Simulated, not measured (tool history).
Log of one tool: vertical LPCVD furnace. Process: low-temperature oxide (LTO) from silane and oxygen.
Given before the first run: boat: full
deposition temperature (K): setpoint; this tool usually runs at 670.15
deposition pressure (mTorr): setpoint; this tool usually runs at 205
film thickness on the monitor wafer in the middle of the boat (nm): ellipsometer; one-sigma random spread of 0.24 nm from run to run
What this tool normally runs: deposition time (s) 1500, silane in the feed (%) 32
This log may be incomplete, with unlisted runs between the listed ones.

run   hour  deposition temperature (K)  deposition pressure (mTorr)  deposition time (s)  silane in the feed (%)  wafers since the last listed run  hours since the last temperature calibration  hours since the pressure gauge was zeroed  hours since the silane flow controller was replaced  hours since the gauge calibration  read-back reference wafer on the same gauge, thickness  film thickness on the monitor wafer in the middle of the boat (nm)
  1    0.0                      670.15                          205                 1500                      32                                 0                                        3886.9                                     2213.3                                               6471.7                               57.0                                                  131.99                                                              149.58
  2   15.2                      670.15                          205                 1500                      32                               278                                        3902.1                                     2228.5                                               6486.9                               72.2                                                  132.08                                                              149.78
  3   46.3                      670.15                          205                 1500                      32                               569                                        3933.2                                     2259.6                                               6518.0                              103.3                                                  132.04                                                              149.59
  4   66.7                      678.15                          205                 1260                      32                               373                                        3953.6                                     2280.0                                               6538.4                              123.7                                                  132.16                                                              137.79
     123.5  -- pressure gauge zeroed
  5  124.0                      678.15                          205                 1260                      32                               610                                        4010.9                                        0.5                                               6595.7                              181.0                                                  131.93                                                              132.74
     140.4  -- gauge calibrated
  6  163.0                      670.15                          205                 1500                      37                               714                                        4049.9                                       39.5                                               6634.7                               22.6                                                  132.04                                                              175.93
     208.4  -- silane flow controller replaced
     216.4  -- thermocouples replaced and temperature profile calibrated
  7  216.9                      670.15                          205                 1500                      32                               400                                           0.5                                       93.4                                                  8.5                               76.5                                                  132.07                                                              144.41
  8  220.9                      670.15                          205                 1500                      32                                73                                           4.5                                       97.4                                                 12.5                               80.5                                                  131.89                                                              144.35
  9  232.9                      670.15                          190                 1830                      32                               219                                          16.5                                      109.4                                                 24.5                               92.5                                                  132.10                                                              163.56
 10  259.0                      676.15                          205                 1500                      36                               478                                          42.6                                      135.5                                                 50.6                              118.6                                                  132.07                                                              183.12
 11  274.6                      678.15                          205                 1260                      32                               285                                          58.2                                      151.1                                                 66.2                              134.2                                                  131.97                                                              134.05
 12  302.4                      670.15                          175                 1710                      32                               509                                          86.0                                      178.9                                                 94.0                              162.0                                                  132.06                                                              141.99
     331.7  -- gauge calibrated
 13  332.6                      670.15                          175                 1710                      32                               553                                         116.2                                      209.1                                                124.2                                0.9                                                  131.90                                                              142.14

What will run 14 give?
 14  349.1                      670.15                          190                 1500                      29                               302                                         132.7                                      225.6                                                140.7                               17.4                                                       ?                                                                   ?

{"run 14": {"read-back reference wafer on the same gauge, thickness": 132.01, "film thickness on the monitor wafer in the middle of the boat (nm)": 117.04}}
The same run, on a tool lacking any hidden state, would have yielded film thickness on the monitor wafer in the middle of the boat (nm) 114.98.
